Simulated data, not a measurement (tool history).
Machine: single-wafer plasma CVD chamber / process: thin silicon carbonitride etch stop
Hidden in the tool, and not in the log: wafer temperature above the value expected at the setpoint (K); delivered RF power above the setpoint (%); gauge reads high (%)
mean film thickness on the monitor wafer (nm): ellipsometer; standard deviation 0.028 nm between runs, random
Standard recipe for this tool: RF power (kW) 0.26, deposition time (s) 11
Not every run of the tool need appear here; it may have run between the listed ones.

run,hour,RF power (kW),deposition time (s),wafers since the last listed run,hours since the last thermocouple change,hours since the last RF generator calibration,hours since the showerhead was replaced,hours since the gauge calibration,"read-back reference wafer on the same gauge, thickness_nm",mean film thickness on the monitor wafer (nm)
1,0,0.26,11,0,697.9,1004.3,2815.5,991.3,5.726,6.395
2,41.1,0.26,11,843,739,1045.4,2856.6,1032.4,5.721,6.421
3,88.3,0.245,11,968,786.2,1092.6,2903.8,1079.6,5.723,6.165
4,131.2,0.245,11,879,829.1,1135.5,2946.7,1122.5,5.722,6.22
# hour 165.5: gauge calibrated
5,171.3,0.26,11,822,869.2,1175.6,2986.8,5.8,5.724,6.434
6,232.5,0.26,11,1255,930.4,1236.8,3048,67,5.722,6.352
7,292.1,0.26,11,1222,990,1296.4,3107.6,126.6,5.721,6.381
8,320.2,0.26,11.9,576,1018.1,1324.5,3135.7,154.7,5.716,6.911
9,348.5,0.26,11.9,580,1046.4,1352.8,3164,183,5.715,6.875
10,400,0.27,11,1056,1097.9,1404.3,3215.5,234.5,5.72,6.446
11,445.5,0.27,11,933,1143.4,1449.8,3261,280,5.727,6.444
12,510.1,0.27,11,1325,1208,1514.4,3325.6,344.6,5.723,6.415
13,578.7,0.275,11,1407,1276.6,1583,3394.2,413.2,5.725,6.494
# hour 603.1: thermocouple changed; heater temperature recalibrated
14,639.4,0.26,10,1080,36.3,1643.7,3454.9,473.9,5.72,5.729
15,663.9,0.245,9.8,502,60.8,1668.2,3479.4,498.4,5.721,5.557
# hour 714.3: RF generator calibrated
16,714.8,0.24,11,879,111.7,0.5,3530.3,549.3,5.723,6.273
17,764.3,0.28,10.1,1015,161.2,50,3579.8,598.8,5.726,6.05
18,797,0.245,11,670,193.9,82.7,3612.5,631.5,5.72,6.315
19,853.3,0.295,11,1154,250.2,139,3668.8,687.8,5.723,6.833

Run 20 has not been measured yet. What should we expect?
20,877.6,0.31,12.7,498,274.5,163.3,3693.1,712.1,?,?

{"run 20": {"read-back reference wafer on the same gauge, thickness_nm": 5.719, "mean film thickness on the monitor wafer (nm)": 7.966}}
With the hidden condition absent and the run-to-run variation left alone, this run would have shown mean film thickness on the monitor wafer (nm) 8.017.

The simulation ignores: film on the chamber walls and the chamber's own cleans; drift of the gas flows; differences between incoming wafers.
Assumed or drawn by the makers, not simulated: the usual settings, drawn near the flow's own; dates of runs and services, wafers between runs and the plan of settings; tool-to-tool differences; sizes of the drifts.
